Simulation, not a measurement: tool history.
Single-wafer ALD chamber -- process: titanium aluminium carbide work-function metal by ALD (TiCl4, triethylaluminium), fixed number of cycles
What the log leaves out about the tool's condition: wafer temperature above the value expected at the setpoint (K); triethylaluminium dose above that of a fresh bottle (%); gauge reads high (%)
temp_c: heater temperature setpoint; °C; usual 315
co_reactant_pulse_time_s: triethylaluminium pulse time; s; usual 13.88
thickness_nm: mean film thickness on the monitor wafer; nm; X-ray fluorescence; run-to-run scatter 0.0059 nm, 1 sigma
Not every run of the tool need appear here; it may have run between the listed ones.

run     day  temp_c  co_reactant_pulse_time_s  wafers since the last listed run  hours since the last thermocouple change  hours since the last triethylaluminium bottle change  hours since the showerhead was replaced  hours since the gauge calibration  read-back reference wafer on the same gauge, thickness_nm  thickness_nm
  1   0.000     315                     12.44                                 0                                    2092.6                                                 369.3                                   1761.5                              317.2                                                      2.130         2.251
  2   2.929     315                     12.44                               652                                    2162.9                                                 439.6                                   1831.8                              387.5                                                      2.130         2.247
  3   4.771     315                     12.57                               410                                    2207.1                                                 483.8                                   1876.0                              431.7                                                      2.129         2.248
  4   9.267     315                     13.88                              1000                                    2315.0                                                 591.7                                   1983.9                              539.6                                                      2.130         2.249
     12.392  -- triethylaluminium bottle replaced
  5  13.104     319                     13.88                               780                                    2407.1                                                  17.1                                   2076.0                              631.7                                                      2.131         2.322
  6  17.496     323                     17.39                               977                                    2512.5                                                 122.5                                   2181.4                              737.1                                                      2.131         2.369
  7  19.492     323                     17.39                               444                                    2560.4                                                 170.4                                   2229.3                              785.0                                                      2.131         2.371
     20.192  -- thermocouple changed; heater temperature recalibrated
  8  23.642     315                     13.88                               849                                      82.8                                                 270.0                                   2328.9                              884.6                                                      2.130         2.329
     25.925  -- showerhead replaced
  9  26.996     315                     13.88                               672                                     163.3                                                 350.5                                     25.7                              965.1                                                      2.131         2.330
 10  31.183     315                     13.88                               932                                     263.8                                                 451.0                                    126.2                             1065.6                                                      2.129         2.309
     32.721  -- gauge calibrated
 11  32.750     304                     16.01                               348                                     301.4                                                 488.6                                    163.8                                0.7                                                      2.131         2.198
 12  35.846     322                     17.94                               689                                     375.7                                                 562.9                                    238.1                               75.0                                                      2.129         2.392
 13  38.671     315                     18.98                               628                                     443.5                                                 630.7                                    305.9                              142.8                                                      2.132         2.323
 14  40.721     315                     19.29                               456                                     492.7                                                 679.9                                    355.1                              192.0                                                      2.131         2.328
     41.292  -- triethylaluminium bottle replaced
 15  44.275     315                     13.88                               717                                     578.0                                                  71.6                                    440.4                              277.3                                                      2.131         2.320
 16  47.212     315                     13.88                               653                                     648.5                                                 142.1                                    510.9                              347.8                                                      2.129         2.312
 17  49.454     326                     10.44                               499                                     702.3                                                 195.9                                    564.7                              401.6                                                      2.130         2.401
 18  51.092     306                     11.82                               364                                     741.6                                                 235.2                                    604.0                              440.9                                                      2.129         2.185
 19  53.096     302                     16.27                               446                                     789.7                                                 283.3                                    652.1                              489.0                                                      2.132         2.177

Below are 3 alternative next runs, each starting from the tool's condition after run 19. Predict each:
  A  53.112     305                     13.88                                 3                                     790.1                                                 283.7                                    652.5                              489.4                                                          ?             ?
  B  53.112     309                     18.23                                 3                                     790.1                                                 283.7                                    652.5                              489.4                                                          ?             ?
  C  53.112     325                     17.66                                 3                                     790.1                                                 283.7                                    652.5                              489.4                                                          ?             ?

run  read-back reference wafer on the same gauge, thickness_nm  thickness_nm
  A                                                      2.131         2.200
  B                                                      2.131         2.262
  C                                                      2.131         2.438
Had the tool no hidden state, the same runs would have come out as:
run  thickness_nm
  A         2.237
  B         2.293
  C         2.470

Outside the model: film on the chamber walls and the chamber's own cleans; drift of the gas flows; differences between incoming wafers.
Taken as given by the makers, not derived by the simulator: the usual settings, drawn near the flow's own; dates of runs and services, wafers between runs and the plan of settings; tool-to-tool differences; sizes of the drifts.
